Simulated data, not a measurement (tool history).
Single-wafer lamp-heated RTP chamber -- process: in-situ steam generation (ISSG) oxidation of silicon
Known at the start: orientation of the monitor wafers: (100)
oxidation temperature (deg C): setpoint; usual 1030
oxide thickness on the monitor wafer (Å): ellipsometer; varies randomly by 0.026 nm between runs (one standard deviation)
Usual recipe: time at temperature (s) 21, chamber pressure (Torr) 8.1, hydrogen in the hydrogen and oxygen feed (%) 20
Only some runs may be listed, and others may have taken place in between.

| run | hour | oxidation temperature (deg C) | time at temperature (s) | chamber pressure (Torr) | hydrogen in the hydrogen and oxygen feed (%) | read-back reference wafer on the same gauge, thickness | oxide thickness on the monitor wafer (Å) |
|---|---|---|---|---|---|---|---|
| 1 | 0.0 | 1030 | 21 | 8.1 | 25 | 6.315 | 65.28 |
| 2 | 15.2 | 1030 | 21 | 8.1 | 26 | 6.322 | 66.29 |
|  | 23.4 | pressure gauge zeroed |
| 3 | 25.3 | 1030 | 21 | 8.1 | 26 | 6.320 | 66.31 |
| 4 | 35.6 | 1030 | 21 | 8.1 | 26 | 6.315 | 67.20 |
| 5 | 46.7 | 1030 | 21 | 8.1 | 20 | 6.324 | 63.04 |
| 6 | 63.2 | 1030 | 21 | 8.1 | 20 | 6.323 | 62.82 |
| 7 | 114.0 | 1030 | 21 | 8.1 | 20 | 6.317 | 64.17 |
| 8 | 121.5 | 1030 | 21 | 8.1 | 20 | 6.323 | 63.71 |
| 9 | 130.2 | 1030 | 21 | 8.1 | 20 | 6.319 | 63.74 |
|  | 147.2 | hydrogen flow controller replaced |
| 10 | 147.7 | 1030 | 21 | 6.9 | 20 | 6.324 | 64.00 |
| 11 | 153.4 | 1030 | 21 | 7.5 | 29 | 6.320 | 70.39 |
| 12 | 162.5 | 1030 | 21 | 8.1 | 20 | 6.317 | 63.99 |
| 13 | 171.9 | 1030 | 21 | 8.1 | 20 | 6.321 | 64.06 |
| 14 | 181.1 | 1030 | 21 | 8.1 | 20 | 6.320 | 64.15 |
| 15 | 194.0 | 1030 | 15 | 8.1 | 23 | 6.318 | 55.92 |
|  | 206.5 | pyrometer window cleaned and pyrometer calibrated |
| 16 | 207.0 | 1035 | 14 | 9.2 | 20 | 6.319 | 49.98 |
| 17 | 219.7 | 1030 | 21 | 8.1 | 20 | 6.320 | 60.88 |
|  | 226.1 | gauge calibrated |
| 18 | 227.0 | 1030 | 24 | 7.6 | 28 | 6.318 | 71.16 |
| 19 | 239.1 | 1035 | 28 | 8.9 | 12 | 6.320 | 66.08 |
| 20 | 246.7 | 1013 | 15 | 8.1 | 17 | 6.322 | 46.38 |
| 21 | 262.5 | 1020 | 25 | 8.9 | 20 | 6.321 | 64.47 |
| 22 | 273.9 | 1013 | 18 | 8.1 | 20 | 6.325 | 53.69 |
| 23 | 284.4 | 1030 | 21 | 8.1 | 20 | 6.318 | 62.57 |
| 24 | 290.8 | 1039 | 27 | 8.5 | 26 | 6.321 | 80.00 |
| 25 | 304.3 | 1030 | 21 | 8.1 | 20 | 6.312 | 63.11 |
| 26 | 316.6 | 1030 | 27 | 6.9 | 12 | 6.324 | 63.73 |
| 27 | 330.2 | 1013 | 24 | 6.9 | 12 | 6.326 | 55.47 |
| 28 | 367.5 | 1030 | 21 | 8.1 | 20 | 6.318 | 63.64 |
| 29 | 379.9 | 1039 | 19 | 7.1 | 12 | 6.318 | 56.25 |
|  | 392.6 | pyrometer window cleaned and pyrometer calibrated |
| 30 | 393.1 | 1013 | 24 | 6.9 | 12 | 6.320 | 52.44 |

Forecast each of these 5 alternatives for the next run:
| A | 393.5 | 1030 | 21 | 8.1 | 20 | ? | ? |
| B | 393.5 | 1030 | 21 | 9.3 | 16 | ? | ? |
| C | 393.5 | 1030 | 28 | 8.1 | 20 | ? | ? |
| D | 393.5 | 1030 | 18 | 7.0 | 20 | ? | ? |
| E | 393.5 | 1037 | 21 | 8.1 | 20 | ? | ? |

| run | read-back reference wafer on the same gauge, thickness | oxide thickness on the monitor wafer (Å) |
|---|---|---|
| A | 6.318 | 60.39 |
| B | 6.318 | 56.98 |
| C | 6.318 | 70.00 |
| D | 6.318 | 55.70 |
| E | 6.318 | 62.56 |
Without the tool's hidden state the same runs would have given:
| run | oxide thickness on the monitor wafer (Å) |
|---|---|
| A | 60.32 |
| B | 56.91 |
| C | 69.92 |
| D | 55.64 |
| E | 62.49 |
